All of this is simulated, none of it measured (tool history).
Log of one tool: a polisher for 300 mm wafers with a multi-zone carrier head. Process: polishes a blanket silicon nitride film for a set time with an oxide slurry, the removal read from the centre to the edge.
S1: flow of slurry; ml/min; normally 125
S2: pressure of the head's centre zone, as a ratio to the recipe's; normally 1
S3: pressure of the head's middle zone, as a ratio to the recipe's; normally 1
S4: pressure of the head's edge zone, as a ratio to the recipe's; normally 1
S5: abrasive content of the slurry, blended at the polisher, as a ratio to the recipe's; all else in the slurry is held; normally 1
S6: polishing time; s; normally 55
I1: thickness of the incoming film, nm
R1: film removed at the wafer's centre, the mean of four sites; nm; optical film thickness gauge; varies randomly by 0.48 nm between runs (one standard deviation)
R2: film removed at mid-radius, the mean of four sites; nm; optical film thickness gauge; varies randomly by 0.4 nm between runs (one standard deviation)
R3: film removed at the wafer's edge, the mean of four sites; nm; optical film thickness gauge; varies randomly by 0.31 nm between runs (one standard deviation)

Run 1, hour 0: usual settings; I1 570.1. Result: R1 46.2 nm, R2 45.8 nm, R3 46.2 nm.
Run 2, hour 58.2: usual settings; I1 571.9. Result: R1 45.5 nm, R2 46.1 nm, R3 45.5 nm.
Run 3, hour 132: usual settings; I1 558.2. Result: R1 46.2 nm, R2 45.7 nm, R3 45.8 nm.
Run 4, hour 179.9: usual settings; I1 564.8. Result: R1 46.1 nm, R2 45 nm, R3 46.3 nm.
At hour 242: worn pad replaced by a new one.
Run 5, hour 259.8: usual settings; I1 565.9. Result: R1 45.4 nm, R2 45.9 nm, R3 45.4 nm.
Run 6, hour 332.4: usual settings; I1 577.9. Result: R1 45.9 nm, R2 44.5 nm, R3 45.5 nm.
Run 7, hour 418.1: usual settings; I1 557.3. Result: R1 45.8 nm, R2 45.6 nm, R3 45.9 nm.
At hour 426.7: slurry nozzle cleaned.
At hour 469.5: edge zone pressure recalibrated.
Run 8, hour 524.5: usual settings; I1 574.8. Result: R1 45.9 nm, R2 45.2 nm, R3 45.3 nm.
At hour 543.2: centre zone pressure recalibrated.
At hour 598.5: worn pad replaced by a new one.
Run 9, hour 600: usual settings but S5 1.2; I1 565.8. Result: R1 49.8 nm, R2 48.5 nm, R3 49.1 nm.
Run 10, hour 661.1: usual settings but S5 1.2; I1 577.3. Result: R1 49.7 nm, R2 48.8 nm, R3 49 nm.
Run 11, hour 709.9: usual settings but S3 0.97, S6 44 s; I1 565. Result: R1 36.5 nm, R2 35.6 nm, R3 36.7 nm.
Run 12, hour 808.3: usual settings but S4 1.11; I1 567.8. Result: R1 45 nm, R2 45.6 nm, R3 48.3 nm.
At hour 910.6: carrier head's membrane replaced by a new one.
Run 13, hour 911.1: usual settings but S1 170 ml/min, S4 0.94; I1 574.2. Result: R1 49.2 nm, R2 48.3 nm, R3 46.5 nm.
At hour 953.7: worn pad replaced by a new one.
Run 14, hour 1014.2: usual settings but S4 0.9; I1 565.2. Result: R1 45.3 nm, R2 45.9 nm, R3 43.9 nm.
Run 15, hour 1058.3: usual settings but S1 115 ml/min; I1 564.5. Result: R1 44.7 nm, R2 44.5 nm, R3 44.8 nm.
Run 16, hour 1163.5: usual settings but S1 115 ml/min; I1 562.2. Result: R1 44.6 nm, R2 44.6 nm, R3 44.7 nm.
At hour 1185.2: slurry nozzle cleaned.
Run 17, hour 1251: usual settings but S3 1.09; I1 572.2. Result: R1 45.5 nm, R2 49.1 nm, R3 45.8 nm.
At hour 1338.5: worn pad replaced by a new one.
Run 18, hour 1350.6: usual settings but S1 105 ml/min; I1 567.4. Result: R1 43.7 nm, R2 43 nm, R3 44.1 nm.
Run 19, hour 1455: usual settings but S3 1.1; I1 564.2. Result: R1 45.9 nm, R2 48.8 nm, R3 46 nm.
Run 20, hour 1558.3: usual settings but S1 135 ml/min, S6 40 s; I1 574.9. Result: R1 34.2 nm, R2 33.7 nm, R3 33.9 nm.
Run 21, hour 1641.1: usual settings; I1 575.7. Result: R1 47 nm, R2 44.9 nm, R3 46 nm.
Run 22, hour 1727.5: usual settings but S2 0.93, S4 0.95; I1 568.3. Result: R1 42.6 nm, R2 45.4 nm, R3 44.8 nm.

Below are 4 alternative next runs, each starting from the tool's condition after run 22. Predict each:
Run A, hour 1727.9: usual settings; I1 570.1. Result: R1 ?, R2 ?, R3 ?.
Run B, hour 1727.9: usual settings but S5 0.8, S6 48 s; I1 570.1. Result: R1 ?, R2 ?, R3 ?.
Run C, hour 1727.9: usual settings but S4 1.08, S5 1.2; I1 570.1. Result: R1 ?, R2 ?, R3 ?.
Run D, hour 1727.9: usual settings but S1 100 ml/min, S2 0.88, S4 0.93, S6 47 s; I1 570.1. Result: R1 ?, R2 ?, R3 ?.

run    R1    R2    R3
  A  46.2  44.5  45.5
  B  36.6  35.4  36.1
  C  49.6  47.8  50.6
  D  32.2  35.7    36
With the hidden condition removed and each run's random variation left untouched, the same runs would have given:
run    R1    R2    R3
  A  46.2  44.5  45.5
  B  36.6  35.4  36.1
  C  49.6  47.8  50.6
  D  32.2  35.7    36

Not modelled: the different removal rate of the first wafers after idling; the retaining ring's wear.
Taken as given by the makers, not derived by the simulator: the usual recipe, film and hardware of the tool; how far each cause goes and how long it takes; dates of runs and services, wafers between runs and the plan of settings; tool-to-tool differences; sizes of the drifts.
